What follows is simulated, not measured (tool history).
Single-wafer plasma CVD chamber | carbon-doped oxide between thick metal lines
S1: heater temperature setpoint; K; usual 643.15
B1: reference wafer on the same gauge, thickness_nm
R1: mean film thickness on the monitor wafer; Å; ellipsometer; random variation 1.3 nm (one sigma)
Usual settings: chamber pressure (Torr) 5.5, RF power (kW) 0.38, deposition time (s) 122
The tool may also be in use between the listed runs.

run 1 day=0 | S1=643.15 chamber_pressure_(Torr)=5.5 RF_power_(kW)=0.345 deposition_time_(s)=122 | B1=448.403 | R1=4107.97
run 2 day=4.062 | S1=643.15 chamber_pressure_(Torr)=5.5 RF_power_(kW)=0.38 deposition_time_(s)=137 | B1=448.316 | R1=5026.13
run 3 day=8.454 | S1=643.15 chamber_pressure_(Torr)=5.5 RF_power_(kW)=0.38 deposition_time_(s)=137 | B1=448.2 | R1=5001.45
-- day=9.483 capacitance manometer re-zeroed and calibrated
run 4 day=11.329 | S1=643.15 chamber_pressure_(Torr)=5.5 RF_power_(kW)=0.38 deposition_time_(s)=122 | B1=447.933 | R1=4473.41
run 5 day=13.038 | S1=643.15 chamber_pressure_(Torr)=5.5 RF_power_(kW)=0.38 deposition_time_(s)=122 | B1=448.5 | R1=4467.14
run 6 day=17.279 | S1=643.15 chamber_pressure_(Torr)=5.5 RF_power_(kW)=0.38 deposition_time_(s)=122 | B1=447.922 | R1=4475.13
run 7 day=20.696 | S1=643.15 chamber_pressure_(Torr)=5.5 RF_power_(kW)=0.38 deposition_time_(s)=122 | B1=447.966 | R1=4443.15
run 8 day=24.662 | S1=643.15 chamber_pressure_(Torr)=5.5 RF_power_(kW)=0.32 deposition_time_(s)=113 | B1=448.5 | R1=3506.21
-- day=35.242 RF generator calibrated
run 9 day=36.8 | S1=643.15 chamber_pressure_(Torr)=5.5 RF_power_(kW)=0.38 deposition_time_(s)=114 | B1=448.087 | R1=4280.93
run 10 day=38.367 | S1=656.15 chamber_pressure_(Torr)=5.5 RF_power_(kW)=0.38 deposition_time_(s)=122 | B1=448.312 | R1=4434.93
-- day=40.796 gauge calibrated
run 11 day=42.421 | S1=632.15 chamber_pressure_(Torr)=6.33 RF_power_(kW)=0.38 deposition_time_(s)=103 | B1=448.008 | R1=4001.29
-- day=45.746 thermocouple changed; heater temperature recalibrated
run 12 day=45.979 | S1=643.15 chamber_pressure_(Torr)=4.91 RF_power_(kW)=0.45 deposition_time_(s)=109 | B1=447.736 | R1=4647.72
run 13 day=48.721 | S1=643.15 chamber_pressure_(Torr)=5.5 RF_power_(kW)=0.43 deposition_time_(s)=122 | B1=447.995 | R1=5047.31
run 14 day=50.238 | S1=643.15 chamber_pressure_(Torr)=6.66 RF_power_(kW)=0.38 deposition_time_(s)=136 | B1=448.533 | R1=5130.31
run 15 day=52.804 | S1=654.15 chamber_pressure_(Torr)=5.5 RF_power_(kW)=0.38 deposition_time_(s)=122 | B1=448.149 | R1=4416.43
run 16 day=57.217 | S1=655.15 chamber_pressure_(Torr)=6.18 RF_power_(kW)=0.33 deposition_time_(s)=144 | B1=448.086 | R1=4599.15
run 17 day=61.062 | S1=643.15 chamber_pressure_(Torr)=6.28 RF_power_(kW)=0.415 deposition_time_(s)=122 | B1=448.225 | R1=4924.22
run 18 day=64.683 | S1=643.15 chamber_pressure_(Torr)=6.53 RF_power_(kW)=0.38 deposition_time_(s)=122 | B1=447.83 | R1=4584.07
run 19 day=67.925 | S1=643.15 chamber_pressure_(Torr)=5.5 RF_power_(kW)=0.45 deposition_time_(s)=122 | B1=448.089 | R1=5244.04
run 20 day=70.279 | S1=643.15 chamber_pressure_(Torr)=5.91 RF_power_(kW)=0.38 deposition_time_(s)=146 | B1=447.776 | R1=5418.62
run 21 day=72.392 | S1=650.15 chamber_pressure_(Torr)=6.26 RF_power_(kW)=0.41 deposition_time_(s)=128 | B1=448.37 | R1=5006.54
run 22 day=76.179 | S1=643.15 chamber_pressure_(Torr)=5.5 RF_power_(kW)=0.38 deposition_time_(s)=122 | B1=448.152 | R1=4506.32
-- day=76.746 capacitance manometer re-zeroed and calibrated
run 23 day=80.046 | S1=643.15 chamber_pressure_(Torr)=5.5 RF_power_(kW)=0.38 deposition_time_(s)=122 | B1=448.446 | R1=4470.46
run 24 day=83.525 | S1=643.15 chamber_pressure_(Torr)=5.5 RF_power_(kW)=0.38 deposition_time_(s)=138 | B1=448.241 | R1=5031.49
run 25 day=86.325 | S1=647.15 chamber_pressure_(Torr)=5.5 RF_power_(kW)=0.38 deposition_time_(s)=122 | B1=448.621 | R1=4449.64
run 26 day=90.592 | S1=643.15 chamber_pressure_(Torr)=6.45 RF_power_(kW)=0.38 deposition_time_(s)=122 | B1=448.105 | R1=4556.01
-- day=92.129 thermocouple changed; heater temperature recalibrated
run 27 day=93.467 | S1=643.15 chamber_pressure_(Torr)=5.5 RF_power_(kW)=0.38 deposition_time_(s)=122 | B1=448.006 | R1=4455.13
run 28 day=95.167 | S1=656.15 chamber_pressure_(Torr)=4.66 RF_power_(kW)=0.415 deposition_time_(s)=143 | B1=447.768 | R1=5376.94
run 29 day=99.358 | S1=643.15 chamber_pressure_(Torr)=4.57 RF_power_(kW)=0.36 deposition_time_(s)=138 | B1=448.183 | R1=4688.06

Hidden state or all else? Some run-to-run changes of R1, split into what the settings, what came in and random variation would give without the hidden state, and what is left for the hidden state (with any gauge scatter that isn't in both results):
The hidden state here: wafer temperature above the value expected at the setpoint (K); delivered RF power above the setpoint (%); true pressure above the setpoint (%); gauge reads high (%).
Run 1 -> 2: RF power (kW) 0.345 -> 0.38, deposition time (s) 122 -> 137. R1 +918.16 Å: hidden state -24.32, all else +942.48.
Run 7 -> 8: RF power (kW) 0.38 -> 0.32, deposition time (s) 122 -> 113. R1 -936.94 Å: hidden state +14.87, all else -951.81.
Run 8 -> 9: RF power (kW) 0.32 -> 0.38, deposition time (s) 113 -> 114, RF generator calibrated. R1 +774.72 Å: hidden state +86.22, all else +688.5.
Run 27 -> 28: S1 643.15 -> 656.15, chamber pressure (Torr) 5.5 -> 4.66, RF power (kW) 0.38 -> 0.415, deposition time (s) 122 -> 143. R1 +921.81 Å: hidden state -19.83, all else +941.64.
